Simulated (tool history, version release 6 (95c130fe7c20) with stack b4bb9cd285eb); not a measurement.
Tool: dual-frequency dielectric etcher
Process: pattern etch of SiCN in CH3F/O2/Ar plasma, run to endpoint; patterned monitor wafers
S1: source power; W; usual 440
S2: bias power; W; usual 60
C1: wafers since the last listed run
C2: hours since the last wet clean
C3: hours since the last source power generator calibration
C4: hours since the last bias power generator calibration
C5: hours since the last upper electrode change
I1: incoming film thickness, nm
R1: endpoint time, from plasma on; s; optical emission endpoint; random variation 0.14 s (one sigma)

run    hour   S1  S2   C1     C2      C3      C4      C5    I1    R1
  1       0  440  60    0  444.1  1813.4  1128.3  3981.9  7.21    21
       53.6  -- wet clean of the chamber
  2    54.1  440  60  414    0.5  1867.5  1182.4    4036  7.15  20.2
  3    86.2  440  49  441   32.6  1899.6  1214.5  4068.1  7.16  21.4
  4   143.7  440  60  791   90.1  1957.1    1272  4125.6  7.18  20.1
  5   181.1  440  60  514  127.5  1994.5  1309.4    4163  7.23  20.2
  6   226.7  440  66  627  173.1  2040.1    1355  4208.6  7.22  19.9
  7   282.6  440  66  769    229    2096  1410.9  4264.5  7.21  20.2
  8   345.2  440  60  861  291.6  2158.6  1473.5  4327.1  7.19  20.9
  9   397.1  440  60  714  343.5  2210.5  1525.4    4379  7.21  20.9
 10   456.6  440  60  818    403    2270  1584.9  4438.5  7.21  21.2
 11   492.6  440  60  495    439    2306  1620.9  4474.5  7.21  20.9
 12   529.3  440  60  505  475.7  2342.7  1657.6  4511.2  7.18  21.2
      576.6  -- upper electrode replaced
      590.2  -- wet clean of the chamber
 13   590.7  440  60  327    0.5  2404.1    1719    14.1   7.1  19.8
 14   652.6  440  60  851   62.4    2466  1780.9      76   7.2  19.9
 15   716.9  440  60  884  126.7  2530.3  1845.2   140.3  7.24  20.5
 16     753  440  60  496  162.8  2566.4  1881.3   176.4  7.25  20.5
 17   810.7  440  60  794  220.5  2624.1    1939   234.1  7.21  20.3
 18   879.2  440  60  942    289  2692.6  2007.5   302.6  7.21  20.7
 19   907.7  350  48  392  317.5  2721.1    2036   331.1   7.2  24.4
 20   970.4  440  60  862  380.2  2783.8  2098.7   393.8   7.3  21.2
      978.1  -- source power generator calibrated
 21  1027.4  550  69  729  437.2    49.3  2155.7   450.8  7.17  18.2
 22  1086.5  540  56  813  496.3   108.4  2214.8   509.9  7.15  19.6
     1115.4  -- bias power generator calibrated
     1130.4  -- wet clean of the chamber
 23  1130.9  520  48  349    0.5   152.8    15.5   554.3  7.22  20.2
 24  1147.4  340  50  227     17   169.3      32   570.8  7.26  24.3
 25  1173.6  390  75  360   43.2   195.5    58.2     597   7.3    20
 26  1243.6  520  70  963  113.2   265.5   128.2     667  7.18  18.3
 27  1284.8  380  74  566  154.4   306.7   169.4   708.2   7.2    20
 28  1325.6  530  73  561  195.2   347.5   210.2     749  7.17  17.9
 29  1368.2  390  60  586  237.8   390.1   252.8   791.6  7.16  21.7
 30  1437.6  470  71  955  307.2   459.5   322.2     861  7.14  18.9
 31  1477.3  470  45  546  346.9   499.2   361.9   900.7  7.22  22.5
 32  1547.5  440  60  966  417.1   569.4   432.1   970.9  7.19    21
 33  1602.3  530  60  754  471.9   624.2   486.9  1025.7  7.25  19.9
     1651.9  -- wet clean of the chamber
 34  1669.2  410  46  590   17.3   691.1   553.8  1092.6  7.14  22.5

Forecast each of these 4 alternatives for the next run:
  A  1669.6  440  64   5  17.7  691.5  554.2  1093  7.12   ?
  B  1669.6  500  55   5  17.7  691.5  554.2  1093  7.12   ?
  C  1669.6  360  55   5  17.7  691.5  554.2  1093  7.12   ?
  D  1669.6  350  60   5  17.7  691.5  554.2  1093  7.12   ?

run    R1
  A  19.6
  B  19.6
  C  22.3
  D  21.9
Without the tool's hidden state the same runs would have given:
run    R1
  A  19.6
  B  19.6
  C  22.3
  D  21.9

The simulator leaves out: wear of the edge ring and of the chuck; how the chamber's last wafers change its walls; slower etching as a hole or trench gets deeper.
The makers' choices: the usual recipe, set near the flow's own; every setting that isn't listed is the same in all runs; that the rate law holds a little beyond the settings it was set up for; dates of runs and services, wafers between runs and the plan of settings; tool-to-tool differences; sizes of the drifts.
